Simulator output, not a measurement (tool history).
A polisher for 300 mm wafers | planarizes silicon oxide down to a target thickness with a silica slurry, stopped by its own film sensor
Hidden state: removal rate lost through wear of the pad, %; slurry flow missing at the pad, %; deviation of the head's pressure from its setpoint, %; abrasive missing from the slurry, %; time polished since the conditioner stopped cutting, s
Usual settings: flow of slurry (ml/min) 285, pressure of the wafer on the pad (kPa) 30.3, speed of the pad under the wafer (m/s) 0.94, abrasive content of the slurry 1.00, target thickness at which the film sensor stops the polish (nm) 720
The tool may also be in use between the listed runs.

| run | day | flow of slurry (ml/min) | pressure of the wafer on the pad (kPa) | speed of the pad under the wafer (m/s) | abrasive content of the slurry | target thickness at which the film sensor stops the polish (nm) | wafers since the last listed run | wafers polished on this pad | hours since the slurry nozzle was cleaned | hours since the head pressure was calibrated | hours since the slurry blender was calibrated | hours since the conditioning disc was replaced | incoming thickness of the incoming film, nm | time until the film sensor stopped the polish (s) |
|---|---|---|---|---|---|---|---|---|---|---|---|---|---|---|
| 1 | 0.000 | 285 | 30.3 | 0.94 | 1.00 | 720 | 0 | 169 | 1.4 | 871.5 | 335.7 | 492.2 | 1137.0 | 136.5 |
| 2 | 0.654 | 285 | 30.3 | 0.94 | 1.00 | 720 | 133 | 302 | 17.1 | 887.2 | 351.4 | 507.9 | 1141.3 | 140.6 |
| 3 | 0.975 | 285 | 30.3 | 0.94 | 1.00 | 720 | 65 | 368 | 24.8 | 894.9 | 359.1 | 515.6 | 1124.9 | 133.0 |
| 4 | 1.400 | 285 | 30.3 | 0.94 | 1.00 | 720 | 86 | 455 | 35.0 | 905.1 | 369.3 | 525.8 | 1138.1 | 138.4 |
| 5 | 1.842 | 285 | 25.5 | 0.94 | 0.75 | 850 | 90 | 545 | 45.6 | 915.7 | 379.9 | 536.4 | 1139.3 | 131.1 |
| 6 | 2.192 | 225 | 21.4 | 0.94 | 0.90 | 601 | 71 | 616 | 54.0 | 924.1 | 388.3 | 544.8 | 1113.4 | 257.0 |
| 7 | 2.783 | 285 | 21.4 | 0.82 | 0.90 | 720 | 120 | 737 | 68.2 | 938.3 | 402.5 | 559.0 | 1120.7 | 223.5 |
|  | 3.025 | worn pad replaced by a new one |
| 8 | 3.100 | 285 | 30.3 | 0.94 | 1.00 | 720 | 30 | 15 | 75.8 | 945.9 | 410.1 | 566.6 | 1143.6 | 142.2 |
| 9 | 4.429 | 380 | 35.2 | 0.78 | 1.00 | 863 | 271 | 286 | 107.7 | 977.8 | 442.0 | 598.5 | 1151.7 | 95.2 |
| 10 | 5.075 | 285 | 30.3 | 0.94 | 1.00 | 720 | 131 | 418 | 123.2 | 993.3 | 457.5 | 614.0 | 1135.5 | 146.1 |
|  | 5.267 | slurry blender recalibrated |
|  | 5.292 | head pressure recalibrated |
| 11 | 5.704 | 205 | 30.3 | 0.64 | 1.00 | 594 | 105 | 524 | 138.3 | 9.9 | 10.5 | 629.1 | 1133.6 | 289.3 |
|  | 6.496 | conditioning disc replaced and pad reconditioned |
| 12 | 6.517 | 220 | 30.3 | 1.14 | 1.00 | 832 | 148 | 673 | 157.8 | 29.4 | 30.0 | 0.5 | 1129.2 | 100.9 |
| 13 | 7.100 | 285 | 30.3 | 0.94 | 1.00 | 809 | 119 | 792 | 171.8 | 43.4 | 44.0 | 14.5 | 1145.6 | 133.5 |
|  | 7.567 | worn pad replaced by a new one |
| 14 | 7.821 | 315 | 30.3 | 0.94 | 0.90 | 720 | 113 | 51 | 189.1 | 60.7 | 61.3 | 31.8 | 1125.6 | 164.1 |
| 15 | 8.512 | 285 | 30.3 | 0.94 | 0.90 | 831 | 141 | 192 | 205.7 | 77.3 | 77.9 | 48.4 | 1136.8 | 128.6 |
| 16 | 9.096 | 285 | 30.3 | 0.94 | 1.00 | 720 | 119 | 311 | 219.7 | 91.3 | 91.9 | 62.4 | 1129.4 | 161.6 |
| 17 | 9.796 | 190 | 30.3 | 0.94 | 1.00 | 720 | 142 | 454 | 236.5 | 108.1 | 108.7 | 79.2 | 1111.2 | 160.2 |
|  | 10.483 | slurry blender recalibrated, repeated, since the last time left the tool worse |
| 18 | 10.504 | 285 | 30.3 | 0.94 | 1.00 | 720 | 127 | 582 | 253.5 | 125.1 | 0.5 | 96.2 | 1142.8 | 126.0 |
| 19 | 10.858 | 285 | 30.3 | 1.22 | 1.00 | 720 | 72 | 654 | 262.0 | 133.6 | 9.0 | 104.7 | 1108.9 | 95.4 |
|  | 11.646 | worn pad replaced by a new one |
| 20 | 11.667 | 255 | 30.3 | 0.94 | 1.15 | 720 | 130 | 4 | 281.4 | 153.0 | 28.4 | 124.1 | 1113.8 | 111.4 |
| 21 | 11.842 | 285 | 33.1 | 0.94 | 1.00 | 846 | 35 | 39 | 285.6 | 157.2 | 32.6 | 128.3 | 1123.5 | 76.9 |
| 22 | 12.496 | 285 | 30.3 | 0.94 | 1.20 | 720 | 133 | 173 | 301.3 | 172.9 | 48.3 | 144.0 | 1129.9 | 116.2 |
| 23 | 13.079 | 285 | 30.3 | 0.94 | 1.00 | 828 | 119 | 292 | 315.3 | 186.9 | 62.3 | 158.0 | 1118.7 | 87.3 |
| 24 | 13.462 | 285 | 30.3 | 1.12 | 1.00 | 720 | 78 | 370 | 324.5 | 196.1 | 71.5 | 167.2 | 1143.7 | 109.9 |

5 ways to go on from here, each from the tool as it stands after run 24. What would each give?
| A | 13.483 | 285 | 30.3 | 0.94 | 1.00 | 720 | 4 | 374 | 325.0 | 196.6 | 72.0 | 167.7 | 1139.7 | ? |
| B | 13.483 | 285 | 39.3 | 0.94 | 1.00 | 771 | 4 | 374 | 325.0 | 196.6 | 72.0 | 167.7 | 1139.7 | ? |
| C | 13.483 | 350 | 37.9 | 0.94 | 1.15 | 720 | 4 | 374 | 325.0 | 196.6 | 72.0 | 167.7 | 1139.7 | ? |
| D | 13.483 | 185 | 35.9 | 0.94 | 1.25 | 720 | 4 | 374 | 325.0 | 196.6 | 72.0 | 167.7 | 1139.7 | ? |
| E | 13.483 | 385 | 30.3 | 0.82 | 1.00 | 720 | 4 | 374 | 325.0 | 196.6 | 72.0 | 167.7 | 1139.7 | ? |

| run | time until the film sensor stopped the polish (s) |
|---|---|
| A | 125.6 |
| B | 85.2 |
| C | 93.8 |
| D | 100.3 |
| E | 137.5 |
Without the tool's hidden state the same runs would have given:
| run | time until the film sensor stopped the polish (s) |
|---|---|
| A | 124.4 |
| B | 84.3 |
| C | 92.9 |
| D | 99.4 |
| E | 136.2 |
